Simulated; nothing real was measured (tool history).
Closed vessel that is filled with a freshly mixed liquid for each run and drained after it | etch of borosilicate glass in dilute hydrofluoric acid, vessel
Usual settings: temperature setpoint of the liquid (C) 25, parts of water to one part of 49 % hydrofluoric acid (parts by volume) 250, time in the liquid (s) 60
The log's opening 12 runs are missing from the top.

run	hour	temperature setpoint of the liquid (C)	parts of water to one part of 49 % hydrofluoric acid (parts by volume)	time in the liquid (s)	read-back film thickness of the borosilicate glass reference wafer, read on the same gauge (nm)	thickness taken off the borosilicate glass on a monitor wafer (angstrom)
13	180.8	25	250	60	30	85.5
14	196.5	25	250	60	29.97	84.6
# hour 210.9: thermometer replaced
15	213.9	25	250	60	29.97	84.9
16	224.2	25	250	60	30	83.8
17	233.7	25	250	95	30	134
18	241.6	25	250	60	30.01	84.7
19	258.9	27.5	250	40	30.01	61.7
20	269.1	25	325	30	30	29.9
21	285.9	25	145	85	29.98	232.7
# hour 301.9: hydrofluoric acid flow meter replaced
22	302.4	28.5	150	45	30.01	120.6
23	312.5	23	250	60	29.99	69.7
24	321.5	25	250	60	30.04	74.7
25	336.7	21	250	30	29.96	33
26	350.3	25	125	60	29.99	176
27	368.2	25	250	60	29.98	75.4
# hour 378.5: gauge calibrated
28	385.9	25	170	30	30.02	60.7
# hour 396: hydrofluoric acid flow meter replaced, repeated, since the last time left the tool worse
29	402.4	20.5	250	60	29.98	77
30	411.6	26.5	325	95	30.01	108.4

Forecast run 31:
31	427.3	25	250	60	?	?

read-back film thickness of the borosilicate glass reference wafer, read on the same gauge (nm): 30
thickness taken off the borosilicate glass on a monitor wafer (angstrom): 90.6
Without the tool's hidden state the same run would have given thickness taken off the borosilicate glass on a monitor wafer (angstrom) 93.

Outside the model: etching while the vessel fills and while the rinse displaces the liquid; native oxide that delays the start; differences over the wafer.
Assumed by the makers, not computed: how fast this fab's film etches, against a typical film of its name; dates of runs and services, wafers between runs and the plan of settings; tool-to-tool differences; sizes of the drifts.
